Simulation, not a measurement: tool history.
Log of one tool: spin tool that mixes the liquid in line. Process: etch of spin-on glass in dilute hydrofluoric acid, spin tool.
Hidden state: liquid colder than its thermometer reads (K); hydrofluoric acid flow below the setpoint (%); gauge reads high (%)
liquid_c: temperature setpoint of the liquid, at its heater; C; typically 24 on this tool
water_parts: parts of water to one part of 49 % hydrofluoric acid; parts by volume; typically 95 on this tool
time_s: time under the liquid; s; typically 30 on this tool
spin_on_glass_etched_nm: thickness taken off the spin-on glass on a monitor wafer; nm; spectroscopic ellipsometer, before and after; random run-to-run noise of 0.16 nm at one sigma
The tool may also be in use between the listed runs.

run   hour  liquid_c  water_parts  time_s  wafers since the last listed run  hours since the thermometer was replaced  hours since the hydrofluoric acid flow meter was replaced  hours since the gauge calibration  read-back film thickness of the spin-on glass reference wafer, read on the same gauge (nm)  spin_on_glass_etched_nm
  1      0        24           65      30                                 0                                     611.2                                                        698                              795.3                                                                                      131.05                    23.07
  2   53.9        24           65      30                               531                                     665.1                                                      751.9                              849.2                                                                                      130.87                    24.01
  3  210.6        24           95      30                              1543                                     821.8                                                      908.6                             1005.9                                                                                      130.25                    15.43
  4  256.8        24           95      30                               455                                       868                                                      954.8                             1052.1                                                                                      130.16                    15.35
  5  331.6        24           95      30                               736                                     942.8                                                     1029.6                             1126.9                                                                                      129.92                    15.51
  6  434.7        24           95      30                              1015                                    1045.9                                                     1132.7                               1230                                                                                      129.67                    15.66
  7  597.2        24           95      30                              1601                                    1208.4                                                     1295.2                             1392.5                                                                                       129.4                    15.08
  8  663.8      25.5           95      30                               656                                      1275                                                     1361.8                             1459.1                                                                                      129.24                    16.15
  9  721.1      25.5           95      30                               564                                    1332.3                                                     1419.1                             1516.4                                                                                       129.2                    16.07
 10  781.1        24           95      30                               591                                    1392.3                                                     1479.1                             1576.4                                                                                      129.17                    15.46
 11  867.4      27.5           95      30                               850                                    1478.6                                                     1565.4                             1662.7                                                                                      129.03                    17.76
 12  923.6        19          120      30                               553                                    1534.8                                                     1621.6                             1718.9                                                                                      128.97                     9.66
 13  969.8        24           50      30                               455                                      1581                                                     1667.8                             1765.1                                                                                      128.91                    30.65

Predict the results of run 14:
      998.3  -- thermometer replaced
 14  1064.8      26.5          120      30                               926                                      66.5                                                     1762.8                             1860.1                                                                                           ?                        ?

Run 14 produced read-back film thickness of the spin-on glass reference wafer, read on the same gauge (nm) 128.86, spin_on_glass_etched_nm 12.91 nm.
On a tool with no hidden condition, and with the same random variation, this run would have come out at spin_on_glass_etched_nm 14.03 nm.

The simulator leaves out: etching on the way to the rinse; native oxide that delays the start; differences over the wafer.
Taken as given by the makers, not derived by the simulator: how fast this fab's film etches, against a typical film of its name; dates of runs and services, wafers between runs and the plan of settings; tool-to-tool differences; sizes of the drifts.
